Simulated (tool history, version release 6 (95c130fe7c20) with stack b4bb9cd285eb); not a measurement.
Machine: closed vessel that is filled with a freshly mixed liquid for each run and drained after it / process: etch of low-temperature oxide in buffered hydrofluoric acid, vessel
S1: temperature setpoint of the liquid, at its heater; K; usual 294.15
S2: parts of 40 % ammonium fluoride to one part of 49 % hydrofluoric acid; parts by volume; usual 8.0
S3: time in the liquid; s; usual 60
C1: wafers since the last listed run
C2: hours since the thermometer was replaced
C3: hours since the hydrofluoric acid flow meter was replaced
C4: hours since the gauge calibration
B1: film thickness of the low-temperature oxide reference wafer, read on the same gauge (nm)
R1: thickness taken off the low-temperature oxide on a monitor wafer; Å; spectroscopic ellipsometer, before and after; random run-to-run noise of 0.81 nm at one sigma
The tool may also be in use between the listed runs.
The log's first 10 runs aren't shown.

run,hour,S1,S2,S3,C1,C2,C3,C4,B1,R1
11,539.9,294.15,8.0,60,3224,922.2,1413.1,1979.3,69.98,1600.1
12,611.1,294.15,7.0,60,7086,993.4,1484.3,2050.5,70.01,1841.8
13,660.7,290.15,11.0,75,4936,1043.0,1533.9,2100.1,70.00,1193.4
14,698.4,294.15,8.0,35,3752,1080.7,1571.6,2137.8,70.01,936.6
15,829.4,290.15,8.0,30,13039,1211.7,1702.6,2268.8,70.02,640.4
16,855.1,295.65,7.0,70,2558,1237.4,1728.3,2294.5,70.00,2345.9
17,880.1,290.15,11.0,75,2488,1262.4,1753.3,2319.5,69.99,1192.3
# hour 886.7: thermometer replaced
18,931.5,294.15,10.0,75,5016,44.8,1804.7,2370.9,70.00,1655.0
# hour 946.7: gauge calibrated
19,998.7,294.15,8.0,60,6688,112.0,1871.9,52.0,70.01,1675.3
20,1038.7,297.15,11.0,90,3981,152.0,1911.9,92.0,70.00,2191.9
# hour 1059.0: hydrofluoric acid flow meter replaced
21,1064.9,294.15,6.5,35,2508,178.2,5.9,118.2,70.02,1128.2
22,1119.3,294.15,8.0,85,5414,232.6,60.3,172.6,70.00,2235.7
23,1160.5,294.15,9.0,60,4100,273.8,101.5,213.8,70.02,1389.1
24,1200.7,294.15,6.0,80,4001,314.0,141.7,254.0,70.01,2758.4
25,1230.8,294.15,8.0,60,2996,344.1,171.8,284.1,70.01,1579.3
26,1254.9,290.15,6.5,35,2398,368.2,195.9,308.2,70.01,902.2
27,1294.4,291.65,8.0,60,3931,407.7,235.4,347.7,70.01,1364.5
28,1345.8,294.15,6.5,85,5116,459.1,286.8,399.1,70.00,2729.7
29,1407.5,296.65,8.0,90,6141,520.8,348.5,460.8,70.03,2717.4
30,1450.6,294.15,8.0,60,4290,563.9,391.6,503.9,70.00,1574.0
31,1494.9,294.15,8.0,75,4409,608.2,435.9,548.2,69.99,1991.6
32,1557.1,294.15,8.0,60,6191,670.4,498.1,610.4,70.00,1583.5

Each row is a separate what-if for the run after 32, all from the same tool condition, not one after another. Results?
A,1557.8,294.15,10.0,60,69,671.1,498.8,611.1,?,?
B,1557.8,294.15,9.5,60,69,671.1,498.8,611.1,?,?
C,1557.8,295.65,8.0,90,69,671.1,498.8,611.1,?,?
D,1557.8,298.15,10.0,40,69,671.1,498.8,611.1,?,?

run,B1,R1
A,70.01,1287.7
B,70.01,1330.0
C,70.01,2569.9
D,70.01,1069.7
What these runs would have given with no unlogged condition in the tool:
run,R1
A,1294.6
B,1337.1
C,2561.9
D,1074.9

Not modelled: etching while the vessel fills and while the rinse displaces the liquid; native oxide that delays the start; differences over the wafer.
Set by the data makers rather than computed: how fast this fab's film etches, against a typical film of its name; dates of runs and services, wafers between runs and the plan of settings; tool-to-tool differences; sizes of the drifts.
